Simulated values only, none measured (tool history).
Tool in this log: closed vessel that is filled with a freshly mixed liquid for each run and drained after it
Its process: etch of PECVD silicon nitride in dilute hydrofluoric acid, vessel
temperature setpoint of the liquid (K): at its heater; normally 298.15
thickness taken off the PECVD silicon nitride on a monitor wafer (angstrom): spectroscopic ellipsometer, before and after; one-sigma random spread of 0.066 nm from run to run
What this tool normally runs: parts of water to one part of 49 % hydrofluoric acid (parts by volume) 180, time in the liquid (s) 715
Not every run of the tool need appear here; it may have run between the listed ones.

run,hour,temperature setpoint of the liquid (K),parts of water to one part of 49 % hydrofluoric acid (parts by volume),time in the liquid (s),wafers since the last listed run,hours since the thermometer was replaced,hours since the hydrofluoric acid flow meter was replaced,hours since the gauge calibration,"read-back film thickness of the PECVD silicon nitride reference wafer, read on the same gauge (nm)",thickness taken off the PECVD silicon nitride on a monitor wafer (angstrom)
1,0.0,299.65,180,715,0,2854.2,1717.0,430.2,110.03,125.6
2,6.7,298.15,180,715,311,2860.9,1723.7,436.9,109.99,112.6
3,14.4,298.15,180,715,358,2868.6,1731.4,444.6,109.99,113.8
4,25.8,298.15,180,715,530,2880.0,1742.8,456.0,109.99,113.1
5,38.8,298.15,180,715,604,2893.0,1755.8,469.0,110.00,114.2
6,55.4,298.15,180,715,772,2909.6,1772.4,485.6,110.02,114.0
7,69.9,298.15,180,715,674,2924.1,1786.9,500.1,110.02,113.7
# hour 75.8: thermometer replaced
8,84.4,298.15,180,715,628,8.6,1801.4,514.6,110.01,95.7
9,99.0,298.15,180,715,679,23.2,1816.0,529.2,110.01,96.5
10,107.0,298.15,180,715,372,31.2,1824.0,537.2,110.00,96.2
11,117.8,296.15,180,715,502,42.0,1834.8,548.0,109.95,85.3
12,124.7,296.15,180,715,321,48.9,1841.7,554.9,109.97,85.1
# hour 135.3: gauge calibrated
13,139.2,295.65,150,895,674,63.4,1856.2,3.9,109.96,123.4
14,149.3,298.15,225,715,470,73.5,1866.3,14.0,109.98,78.3
15,161.5,298.15,180,715,567,85.7,1878.5,26.2,110.00,96.7
16,177.5,294.65,180,715,744,101.7,1894.5,42.2,110.02,77.1
# hour 180.7: hydrofluoric acid flow meter replaced
17,185.1,298.15,180,715,307,109.3,4.4,49.8,109.95,96.7
18,194.0,293.65,245,1050,414,118.2,13.3,58.7,110.02,79.5
19,201.9,296.15,180,345,367,126.1,21.2,66.6,109.99,41.1
20,213.4,295.15,150,715,535,137.6,32.7,78.1,109.99,96.8
21,224.8,298.15,205,330,530,149.0,44.1,89.5,110.00,39.5
22,235.1,298.15,180,715,479,159.3,54.4,99.8,109.97,97.2
23,251.4,298.15,180,715,758,175.6,70.7,116.1,110.01,97.9
24,265.6,298.15,225,715,660,189.8,84.9,130.3,110.00,77.5
25,297.8,298.15,180,350,1498,222.0,117.1,162.5,110.03,48.0
26,307.6,300.65,90,1125,456,231.8,126.9,172.3,110.01,359.9

Expected results for the next run?
27,321.6,298.15,240,715,651,245.8,140.9,186.3,?,?

Run 27 yielded read-back film thickness of the PECVD silicon nitride reference wafer, read on the same gauge (nm) 110.01, thickness taken off the PECVD silicon nitride on a monitor wafer (angstrom) 73.1.
Without the tool's hidden state the same run would have given thickness taken off the PECVD silicon nitride on a monitor wafer (angstrom) 72.0.
